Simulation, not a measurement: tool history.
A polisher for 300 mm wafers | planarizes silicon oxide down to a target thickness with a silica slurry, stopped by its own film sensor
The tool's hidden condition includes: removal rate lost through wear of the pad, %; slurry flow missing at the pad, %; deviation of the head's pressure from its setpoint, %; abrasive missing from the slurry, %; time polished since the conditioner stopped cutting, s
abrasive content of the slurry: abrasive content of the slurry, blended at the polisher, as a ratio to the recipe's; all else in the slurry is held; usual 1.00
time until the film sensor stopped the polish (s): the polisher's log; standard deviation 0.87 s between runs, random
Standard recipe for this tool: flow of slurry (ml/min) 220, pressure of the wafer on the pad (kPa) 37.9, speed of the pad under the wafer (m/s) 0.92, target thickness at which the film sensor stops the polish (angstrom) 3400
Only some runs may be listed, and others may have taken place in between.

run,hour,flow of slurry (ml/min),pressure of the wafer on the pad (kPa),speed of the pad under the wafer (m/s),abrasive content of the slurry,target thickness at which the film sensor stops the polish (angstrom),wafers since the last listed run,wafers polished on this pad,hours since the slurry nozzle was cleaned,hours since the head pressure was calibrated,hours since the slurry blender was calibrated,hours since the conditioning disc was replaced,"incoming thickness of the incoming film, nm",time until the film sensor stopped the polish (s)
1,0.0,160,37.9,1.16,1.00,3400,0,208,586.6,1624.2,165.7,171.2,570.9,61.0
# hour 6.4: conditioning disc replaced and pad reconditioned
2,16.4,220,37.9,0.92,1.00,3400,171,379,603.0,1640.6,182.1,10.0,574.9,66.0
3,27.9,220,37.9,0.92,1.00,3400,136,516,614.5,1652.1,193.6,21.5,574.9,66.5
4,35.2,220,37.9,0.92,1.00,2960,86,603,621.8,1659.4,200.9,28.8,571.3,76.4
# hour 37.6: head pressure recalibrated
5,53.0,220,37.9,0.92,1.00,2960,187,791,639.6,15.4,218.7,46.6,566.2,78.8
6,60.7,220,37.9,0.68,1.00,3400,91,882,647.3,23.1,226.4,54.3,574.1,76.7
# hour 87.7: worn pad replaced by a new one
7,97.0,220,37.9,0.68,1.00,3400,384,110,683.6,59.4,262.7,90.6,575.8,80.2
8,107.1,220,37.9,0.92,1.00,3400,120,230,693.7,69.5,272.8,100.7,562.1,64.9
# hour 118.4: slurry nozzle cleaned
9,122.8,220,31.7,0.92,0.90,3100,174,405,4.4,85.2,288.5,116.4,571.8,90.5
10,138.0,155,27.6,0.92,1.25,3400,180,586,19.6,100.4,303.7,131.6,566.7,75.7
# hour 155.4: slurry blender recalibrated
# hour 161.3: conditioning disc replaced and pad reconditioned
11,168.6,220,37.9,0.92,1.00,3400,316,902,50.2,131.0,13.2,7.3,563.3,60.9
12,183.6,220,37.9,0.92,1.00,3030,178,1080,65.2,146.0,28.2,22.3,576.5,75.2
# hour 198.2: worn pad replaced by a new one
13,233.4,155,37.9,0.68,0.85,3400,544,418,115.0,195.8,78.0,72.1,564.4,84.6
14,247.9,220,37.9,0.66,1.00,3400,172,591,129.5,210.3,92.5,86.6,570.7,75.5
15,262.6,220,37.9,0.92,1.20,3640,174,765,144.2,225.0,107.2,101.3,563.7,50.6
16,270.9,260,46.2,0.92,1.00,3400,98,864,152.5,233.3,115.5,109.6,572.0,54.8
17,281.0,220,37.9,0.92,1.00,3400,120,984,162.6,243.4,125.6,119.7,568.6,63.5
18,289.6,195,46.2,0.92,1.00,3400,102,1086,171.2,252.0,134.2,128.3,565.8,56.9
19,296.3,255,37.9,1.06,1.00,3400,79,1166,177.9,258.7,140.9,135.0,578.2,61.2
20,307.7,220,51.0,0.92,0.75,3140,135,1302,189.3,270.1,152.3,146.4,571.7,70.5
# hour 319.8: worn pad replaced by a new one
21,320.3,220,37.9,0.92,1.00,3400,102,6,201.9,282.7,164.9,159.0,564.6,63.8
# hour 327.5: conditioning disc replaced and pad reconditioned
22,331.7,220,37.9,1.18,1.00,3400,111,118,213.3,294.1,176.3,4.2,568.1,57.3
23,340.8,220,37.9,0.92,1.25,3930,108,226,222.4,303.2,185.4,13.3,566.8,44.7
24,349.5,220,37.9,0.62,0.90,3400,103,329,231.1,311.9,194.1,22.0,579.7,86.8
25,363.5,160,26.2,0.84,0.85,3400,166,496,245.1,325.9,208.1,36.0,572.2,98.2

What if the next run were any one of these 4? Each begins from the tool's condition after run 25:
A,363.9,220,37.9,0.92,1.00,3400,4,501,245.5,326.3,208.5,36.4,565.9,?
B,363.9,220,37.9,1.06,0.80,4010,4,501,245.5,326.3,208.5,36.4,565.9,?
C,363.9,170,44.1,0.92,0.70,3670,4,501,245.5,326.3,208.5,36.4,565.9,?
D,363.9,220,50.3,0.92,0.75,2820,4,501,245.5,326.3,208.5,36.4,565.9,?

run,time until the film sensor stopped the polish (s)
A,64.4
B,49.3
C,66.1
D,79.7
With no hidden state in the tool, these same runs would have given:
run,time until the film sensor stopped the polish (s)
A,62.4
B,47.6
C,63.6
D,76.8

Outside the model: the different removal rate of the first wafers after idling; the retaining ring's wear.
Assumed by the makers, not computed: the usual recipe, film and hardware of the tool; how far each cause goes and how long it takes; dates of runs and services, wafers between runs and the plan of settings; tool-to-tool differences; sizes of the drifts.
